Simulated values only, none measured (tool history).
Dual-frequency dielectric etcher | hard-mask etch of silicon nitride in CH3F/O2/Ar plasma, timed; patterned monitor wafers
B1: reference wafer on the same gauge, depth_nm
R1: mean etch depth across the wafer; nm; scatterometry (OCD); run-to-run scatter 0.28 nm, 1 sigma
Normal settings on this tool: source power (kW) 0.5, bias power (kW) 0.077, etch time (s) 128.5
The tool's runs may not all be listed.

Run 1, hour 0: usual settings; B1 82.1. Result: R1 100.7 nm.
Run 2, hour 19: usual settings; B1 82.1. Result: R1 101.4 nm.
Run 3, hour 37.6: usual settings; B1 82. Result: R1 101.1 nm.
Run 4, hour 61: usual settings; B1 82. Result: R1 100.7 nm.
Run 5, hour 80.5: usual settings; B1 82. Result: R1 100.6 nm.
Run 6, hour 111.2: usual settings; B1 82. Result: R1 100.6 nm.
At hour 137: upper electrode replaced.
Run 7, hour 137.5: usual settings; B1 82.1. Result: R1 100.1 nm.
At hour 141.8: source power generator calibrated.
Run 8, hour 142.3: usual settings; B1 82. Result: R1 100.3 nm.
Run 9, hour 170.5: usual settings; B1 82. Result: R1 100.1 nm.
Run 10, hour 187.5: usual settings but source power (kW) 0.43, bias power (kW) 0.061, etch time (s) 150.5; B1 81.9. Result: R1 101.9 nm.
Run 11, hour 207.1: usual settings; B1 82. Result: R1 100.2 nm.
Run 12, hour 234.6: usual settings but bias power (kW) 0.091, etch time (s) 93; B1 82. Result: R1 77 nm.
At hour 248.6: gauge calibrated.
At hour 283.6: wet clean of the chamber.
Run 13, hour 284.1: usual settings but etch time (s) 112.5; B1 82. Result: R1 89.4 nm.
Run 14, hour 284.4: usual settings; B1 81.9. Result: R1 101.9 nm.
At hour 290: bias power generator calibrated.
Run 15, hour 309.6: usual settings but source power (kW) 0.54, bias power (kW) 0.088, etch time (s) 144.5; B1 82. Result: R1 124.1 nm.

Run 16, settings as shown, results not yet in. Your forecast:
Run 16, hour 335.2: usual settings; B1 ?. Result: R1 ?.

B1: 82
R1: 102.1 nm
Had the tool carried no hidden state, the very same run would have given R1 102.9 nm.
